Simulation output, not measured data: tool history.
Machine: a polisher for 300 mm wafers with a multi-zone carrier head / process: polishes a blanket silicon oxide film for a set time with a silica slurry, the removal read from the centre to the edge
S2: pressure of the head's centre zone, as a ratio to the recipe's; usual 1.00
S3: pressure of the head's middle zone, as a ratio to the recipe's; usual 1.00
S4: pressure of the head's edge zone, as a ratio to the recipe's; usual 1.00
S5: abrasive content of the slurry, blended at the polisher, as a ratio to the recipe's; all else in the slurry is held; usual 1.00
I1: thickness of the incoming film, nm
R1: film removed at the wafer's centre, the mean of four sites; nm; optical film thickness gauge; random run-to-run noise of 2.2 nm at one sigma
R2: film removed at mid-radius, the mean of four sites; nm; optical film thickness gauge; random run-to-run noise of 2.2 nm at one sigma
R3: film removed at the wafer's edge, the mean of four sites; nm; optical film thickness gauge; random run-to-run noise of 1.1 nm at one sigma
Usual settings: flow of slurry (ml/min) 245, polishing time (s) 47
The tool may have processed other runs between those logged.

{"run": 1, "hour": 0.0, "flow of slurry (ml/min)": 245, "S2": 1.0, "S3": 1.0, "S4": 1.0, "S5": 1.0, "polishing time (s)": 54, "I1": 981.2, "R1": 162.1, "R2": 180.3, "R3": 186.9}
{"run": 2, "hour": 3.2, "flow of slurry (ml/min)": 245, "S2": 1.0, "S3": 0.91, "S4": 1.0, "S5": 1.0, "polishing time (s)": 47, "I1": 1000.8, "R1": 142.8, "R2": 145.4, "R3": 163.9}
{"run": 3, "hour": 20.7, "flow of slurry (ml/min)": 245, "S2": 1.0, "S3": 0.91, "S4": 1.0, "S5": 1.0, "polishing time (s)": 47, "I1": 996.7, "R1": 140.9, "R2": 149.3, "R3": 163.1}
{"hour": 34.2, "done": "carrier head's membrane replaced by a new one"}
{"run": 4, "hour": 35.7, "flow of slurry (ml/min)": 245, "S2": 1.0, "S3": 1.0, "S4": 1.0, "S5": 1.0, "polishing time (s)": 47, "I1": 1000.3, "R1": 139.3, "R2": 161.0, "R3": 164.3}
{"run": 5, "hour": 53.6, "flow of slurry (ml/min)": 245, "S2": 1.0, "S3": 1.0, "S4": 1.0, "S5": 1.0, "polishing time (s)": 47, "I1": 996.3, "R1": 141.3, "R2": 161.2, "R3": 163.6}
{"run": 6, "hour": 65.9, "flow of slurry (ml/min)": 245, "S2": 1.0, "S3": 1.0, "S4": 1.0, "S5": 1.0, "polishing time (s)": 47, "I1": 1007.2, "R1": 140.1, "R2": 159.3, "R3": 161.3}
{"hour": 80.0, "done": "slurry nozzle cleaned"}
{"run": 7, "hour": 81.0, "flow of slurry (ml/min)": 245, "S2": 1.0, "S3": 1.0, "S4": 1.0, "S5": 1.0, "polishing time (s)": 47, "I1": 996.0, "R1": 137.0, "R2": 154.2, "R3": 160.7}
{"run": 8, "hour": 92.8, "flow of slurry (ml/min)": 245, "S2": 1.0, "S3": 1.0, "S4": 1.0, "S5": 1.0, "polishing time (s)": 54, "I1": 1000.2, "R1": 157.8, "R2": 183.1, "R3": 186.9}
{"hour": 99.3, "done": "worn pad replaced by a new one, of another model than before"}
{"run": 9, "hour": 107.6, "flow of slurry (ml/min)": 170, "S2": 1.0, "S3": 1.0, "S4": 1.0, "S5": 1.0, "polishing time (s)": 47, "I1": 1010.6, "R1": 117.6, "R2": 139.6, "R3": 147.6}
{"run": 10, "hour": 114.2, "flow of slurry (ml/min)": 245, "S2": 1.0, "S3": 1.0, "S4": 1.0, "S5": 1.0, "polishing time (s)": 47, "I1": 1006.5, "R1": 136.9, "R2": 156.2, "R3": 163.9}
{"run": 11, "hour": 125.9, "flow of slurry (ml/min)": 205, "S2": 0.95, "S3": 1.0, "S4": 1.1, "S5": 1.0, "polishing time (s)": 47, "I1": 1019.3, "R1": 126.5, "R2": 149.8, "R3": 161.7}
{"hour": 135.1, "done": "edge zone pressure recalibrated"}
{"run": 12, "hour": 143.7, "flow of slurry (ml/min)": 245, "S2": 1.0, "S3": 1.0, "S4": 1.0, "S5": 1.0, "polishing time (s)": 47, "I1": 1012.9, "R1": 135.1, "R2": 161.0, "R3": 161.7}
{"run": 13, "hour": 157.3, "flow of slurry (ml/min)": 245, "S2": 1.0, "S3": 1.0, "S4": 1.0, "S5": 0.85, "polishing time (s)": 47, "I1": 993.8, "R1": 132.8, "R2": 148.9, "R3": 156.6}
{"run": 14, "hour": 171.1, "flow of slurry (ml/min)": 205, "S2": 1.0, "S3": 1.0, "S4": 1.0, "S5": 1.0, "polishing time (s)": 47, "I1": 1008.8, "R1": 132.3, "R2": 150.1, "R3": 159.8}
{"hour": 181.4, "done": "centre zone pressure recalibrated"}
{"run": 15, "hour": 188.9, "flow of slurry (ml/min)": 245, "S2": 0.92, "S3": 1.0, "S4": 1.0, "S5": 1.0, "polishing time (s)": 53, "I1": 1007.1, "R1": 160.5, "R2": 174.5, "R3": 184.6}

Estimate the outcome of run 16 from the log above:
{"hour": 194.4, "done": "worn pad replaced by a new one"}
{"run": 16, "hour": 206.1, "flow of slurry (ml/min)": 245, "S2": 1.0, "S3": 0.91, "S4": 1.09, "S5": 0.9, "polishing time (s)": 47, "I1": 1006.0, "R1": "?", "R2": "?", "R3": "?"}

Run 16 measured R1 153.0 nm, R2 145.1 nm, R3 163.5 nm.
Take away the tool's hidden state, keep the run-to-run variation as it was, and the same run would have given R1 152.3 nm, R2 145.1 nm, R3 163.5 nm.
